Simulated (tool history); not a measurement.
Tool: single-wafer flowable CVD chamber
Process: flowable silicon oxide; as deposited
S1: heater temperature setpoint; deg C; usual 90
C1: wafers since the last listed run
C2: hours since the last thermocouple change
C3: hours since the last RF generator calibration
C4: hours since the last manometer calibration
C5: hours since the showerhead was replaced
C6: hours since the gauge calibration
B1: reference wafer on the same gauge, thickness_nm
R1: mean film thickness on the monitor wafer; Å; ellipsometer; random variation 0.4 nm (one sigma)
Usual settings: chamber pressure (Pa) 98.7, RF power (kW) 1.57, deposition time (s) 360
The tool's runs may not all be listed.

run 1 day=0 | S1=90 chamber_pressure_(Pa)=98.7 RF_power_(kW)=1.57 deposition_time_(s)=360 | C1=0 C2=2232.5 C3=1874.9 C4=1681.6 C5=3793.3 C6=39.2 | B1=221.957 | R1=2166.14
run 2 day=0.529 | S1=90 chamber_pressure_(Pa)=98.7 RF_power_(kW)=1.57 deposition_time_(s)=360 | C1=46 C2=2245.2 C3=1887.6 C4=1694.3 C5=3806 C6=51.9 | B1=221.889 | R1=2158.65
run 3 day=1.071 | S1=90 chamber_pressure_(Pa)=98.7 RF_power_(kW)=1.57 deposition_time_(s)=335 | C1=47 C2=2258.2 C3=1900.6 C4=1707.3 C5=3819 C6=64.9 | B1=221.973 | R1=2012.76
run 4 day=1.383 | S1=90 chamber_pressure_(Pa)=98.7 RF_power_(kW)=1.57 deposition_time_(s)=335 | C1=27 C2=2265.7 C3=1908.1 C4=1714.8 C5=3826.5 C6=72.4 | B1=221.994 | R1=2009.41
run 5 day=1.821 | S1=90 chamber_pressure_(Pa)=98.7 RF_power_(kW)=1.57 deposition_time_(s)=360 | C1=38 C2=2276.2 C3=1918.6 C4=1725.3 C5=3837 C6=82.9 | B1=221.993 | R1=2148.9
run 6 day=2.4 | S1=90 chamber_pressure_(Pa)=98.7 RF_power_(kW)=1.57 deposition_time_(s)=360 | C1=50 C2=2290.1 C3=1932.5 C4=1739.2 C5=3850.9 C6=96.8 | B1=221.937 | R1=2153.03
-- day=3.054 showerhead replaced
run 7 day=3.075 | S1=90 chamber_pressure_(Pa)=98.7 RF_power_(kW)=1.57 deposition_time_(s)=360 | C1=30 C2=2306.3 C3=1948.7 C4=1755.4 C5=0.5 C6=113 | B1=221.987 | R1=2148.17
run 8 day=3.108 | S1=90 chamber_pressure_(Pa)=103.7 RF_power_(kW)=1.57 deposition_time_(s)=360 | C1=2 C2=2307.1 C3=1949.5 C4=1756.2 C5=1.3 C6=113.8 | B1=221.965 | R1=2262.17
run 9 day=3.583 | S1=90 chamber_pressure_(Pa)=103.7 RF_power_(kW)=1.57 deposition_time_(s)=360 | C1=41 C2=2318.5 C3=1960.9 C4=1767.6 C5=12.7 C6=125.2 | B1=222.106 | R1=2256.74
-- day=3.954 thermocouple changed; heater temperature recalibrated
-- day=4.229 RF generator calibrated
run 10 day=4.25 | S1=78 chamber_pressure_(Pa)=98.7 RF_power_(kW)=1.57 deposition_time_(s)=360 | C1=5 C2=7.1 C3=0.5 C4=1783.6 C5=28.7 C6=141.2 | B1=222.039 | R1=3255.16
run 11 day=4.754 | S1=90 chamber_pressure_(Pa)=98.7 RF_power_(kW)=1.57 deposition_time_(s)=360 | C1=44 C2=19.2 C3=12.6 C4=1795.7 C5=40.8 C6=153.3 | B1=222.017 | R1=2369.26
run 12 day=5.008 | S1=85 chamber_pressure_(Pa)=98.7 RF_power_(kW)=1.57 deposition_time_(s)=427 | C1=22 C2=25.3 C3=18.7 C4=1801.8 C5=46.9 C6=159.4 | B1=222.021 | R1=3201.34
-- day=5.312 gauge calibrated
-- day=5.383 capacitance manometer re-zeroed and calibrated
run 13 day=5.617 | S1=90 chamber_pressure_(Pa)=98.7 RF_power_(kW)=1.57 deposition_time_(s)=360 | C1=24 C2=39.9 C3=33.3 C4=5.6 C5=61.5 C6=7.3 | B1=221.998 | R1=2578.75
run 14 day=6.35 | S1=99 chamber_pressure_(Pa)=98.7 RF_power_(kW)=1.34 deposition_time_(s)=306 | C1=64 C2=57.5 C3=50.9 C4=23.2 C5=79.1 C6=24.9 | B1=221.898 | R1=1599.25
run 15 day=6.642 | S1=86 chamber_pressure_(Pa)=98.7 RF_power_(kW)=1.395 deposition_time_(s)=423 | C1=25 C2=64.5 C3=57.9 C4=30.2 C5=86.1 C6=31.9 | B1=222.057 | R1=3233.43

Forecast run 16:
run 16 day=7.288 | S1=90 chamber_pressure_(Pa)=111.2 RF_power_(kW)=1.57 deposition_time_(s)=360 | C1=56 C2=80 C3=73.4 C4=45.7 C5=101.6 C6=47.4 | B1=? | R1=?

Run 16 gave B1 221.986, R1 2889.76 Å.
Without the tool's hidden state the same run would have given R1 2922.36 Å.
